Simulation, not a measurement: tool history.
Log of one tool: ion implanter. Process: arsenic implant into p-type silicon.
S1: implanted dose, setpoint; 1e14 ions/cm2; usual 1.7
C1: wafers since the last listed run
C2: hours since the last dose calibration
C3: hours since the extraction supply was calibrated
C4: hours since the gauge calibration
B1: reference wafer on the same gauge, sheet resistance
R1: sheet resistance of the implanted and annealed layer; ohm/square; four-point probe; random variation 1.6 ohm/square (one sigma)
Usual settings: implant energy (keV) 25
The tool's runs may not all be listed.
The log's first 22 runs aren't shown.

Run 23, hour 1735.3: usual settings but S1 1.45 1e14 ions/cm2, implant energy (keV) 33.5; C1 832; C2 1523.4; C3 2798; C4 2188.2; B1 498.12. Result: R1 467.65 ohm/square.
At hour 1757.5: gauge calibrated.
Run 24, hour 1771.9: usual settings but S1 1.36 1e14 ions/cm2, implant energy (keV) 30; C1 545; C2 1560; C3 2834.6; C4 14.4; B1 498.06. Result: R1 498.74 ohm/square.
Run 25, hour 1869.1: usual settings but S1 1.49 1e14 ions/cm2, implant energy (keV) 30; C1 1449; C2 1657.2; C3 2931.8; C4 111.6; B1 498.15. Result: R1 464.6 ohm/square.
At hour 1890.9: extraction supply calibrated.
At hour 1915.9: Faraday cup replaced and dose calibrated.
Run 26, hour 1928.3: usual settings; C1 644; C2 12.4; C3 37.4; C4 170.8; B1 498.19. Result: R1 444.55 ohm/square.
Run 27, hour 1990.9: usual settings but S1 1.53 1e14 ions/cm2, implant energy (keV) 32; C1 933; C2 75; C3 100; C4 233.4; B1 497.62. Result: R1 461.82 ohm/square.
Run 28, hour 2043.2: usual settings but S1 1.88 1e14 ions/cm2, implant energy (keV) 29; C1 779; C2 127.3; C3 152.3; C4 285.7; B1 497.73. Result: R1 405.02 ohm/square.
Run 29, hour 2085.3: usual settings but S1 1.33 1e14 ions/cm2; C1 627; C2 169.4; C3 194.4; C4 327.8; B1 498.31. Result: R1 531.97 ohm/square.
Run 30, hour 2122.9: usual settings but S1 1.49 1e14 ions/cm2, implant energy (keV) 18.5; C1 560; C2 207; C3 232; C4 365.4; B1 498.17. Result: R1 516.01 ohm/square.
Run 31, hour 2177.9: usual settings but S1 1.33 1e14 ions/cm2, implant energy (keV) 33.5; C1 820; C2 262; C3 287; C4 420.4; B1 498.06. Result: R1 505.1 ohm/square.
Run 32, hour 2221.3: usual settings; C1 647; C2 305.4; C3 330.4; C4 463.8; B1 497.98. Result: R1 442 ohm/square.
Run 33, hour 2304.7: usual settings but S1 1.49 1e14 ions/cm2, implant energy (keV) 29.5; C1 1243; C2 388.8; C3 413.8; C4 547.2; B1 497.75. Result: R1 474.38 ohm/square.
Run 34, hour 2370.7: usual settings but S1 1.52 1e14 ions/cm2; C1 984; C2 454.8; C3 479.8; C4 613.2; B1 497.71. Result: R1 480.65 ohm/square.
Run 35, hour 2477.4: usual settings but S1 2.13 1e14 ions/cm2, implant energy (keV) 27.5; C1 1591; C2 561.5; C3 586.5; C4 719.9; B1 497.69. Result: R1 367.85 ohm/square.
Run 36, hour 2522: usual settings but S1 1.49 1e14 ions/cm2, implant energy (keV) 18.5; C1 665; C2 606.1; C3 631.1; C4 764.5; B1 498.06. Result: R1 507.74 ohm/square.
Run 37, hour 2603.5: usual settings but implant energy (keV) 22.5; C1 1215; C2 687.6; C3 712.6; C4 846; B1 498.64. Result: R1 447.4 ohm/square.

4 ways to go on from here, each from the tool as it stands after run 37. What would each give?
Run A, hour 2603.9: usual settings but implant energy (keV) 32; C1 5; C2 688; C3 713; C4 846.4; B1 ?. Result: R1 ?.
Run B, hour 2603.9: usual settings but S1 1.52 1e14 ions/cm2, implant energy (keV) 22.5; C1 5; C2 688; C3 713; C4 846.4; B1 ?. Result: R1 ?.
Run C, hour 2603.9: usual settings but S1 1.9 1e14 ions/cm2, implant energy (keV) 17.5; C1 5; C2 688; C3 713; C4 846.4; B1 ?. Result: R1 ?.
Run D, hour 2603.9: usual settings but S1 2.19 1e14 ions/cm2, implant energy (keV) 29; C1 5; C2 688; C3 713; C4 846.4; B1 ?. Result: R1 ?.

run      B1      R1
  A  498.11  426.28
  B  498.11  488.33
  C  498.11  428.17
  D  498.11  359.36
Without the tool's hidden state the same runs would have given:
run      R1
  A  433.53
  B  496.77
  C  435.82
  D  365.67

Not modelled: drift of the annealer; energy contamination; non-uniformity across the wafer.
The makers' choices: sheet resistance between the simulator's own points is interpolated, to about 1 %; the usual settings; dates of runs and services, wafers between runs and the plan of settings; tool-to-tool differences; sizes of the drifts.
